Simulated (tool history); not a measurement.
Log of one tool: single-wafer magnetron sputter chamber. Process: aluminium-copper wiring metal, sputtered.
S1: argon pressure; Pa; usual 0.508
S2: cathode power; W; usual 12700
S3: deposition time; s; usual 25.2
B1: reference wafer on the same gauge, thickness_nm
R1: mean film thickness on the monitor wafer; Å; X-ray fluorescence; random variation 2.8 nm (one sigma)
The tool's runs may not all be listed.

Run 1, hour 0.0: usual settings but S3 26.8 s; B1 537.205. Result: R1 6587.91 Å.
Run 2, hour 36.5: usual settings; B1 536.868. Result: R1 6220.56 Å.
Run 3, hour 61.1: usual settings; B1 537.564. Result: R1 6198.65 Å.
At hour 109.8: sputter target and shields replaced.
Run 4, hour 155.6: usual settings but S3 28.0 s; B1 537.917. Result: R1 6902.32 Å.
Run 5, hour 219.3: usual settings; B1 539.690. Result: R1 6236.93 Å.
At hour 305.2: sputter target and shields replaced.
Run 6, hour 405.4: usual settings but S2 14250 W, S3 27.5 s; B1 542.829. Result: R1 7623.44 Å.
Run 7, hour 431.3: usual settings but S2 14250 W, S3 27.5 s; B1 543.895. Result: R1 7607.95 Å.
At hour 492.6: capacitance manometer re-zeroed and calibrated.
Run 8, hour 500.6: usual settings but S2 14250 W, S3 27.5 s; B1 543.897. Result: R1 7620.44 Å.
At hour 520.2: sputter target and shields replaced.
Run 9, hour 532.3: usual settings but S1 0.686 Pa; B1 546.010. Result: R1 5634.12 Å.
Run 10, hour 581.7: usual settings but S1 0.322 Pa, S2 10950 W, S3 22.4 s; B1 547.670. Result: R1 5494.86 Å.
At hour 599.3: gauge calibrated.
Run 11, hour 618.5: usual settings but S2 13600 W, S3 22.3 s; B1 530.626. Result: R1 5800.15 Å.

The next listed run, before its measurement:
Run 12, hour 688.3: usual settings; B1 ?. Result: R1 ?.

Run 12 gave B1 530.517, R1 6080.63 Å.
Without the tool's hidden state the same run would have given R1 6104.76 Å.
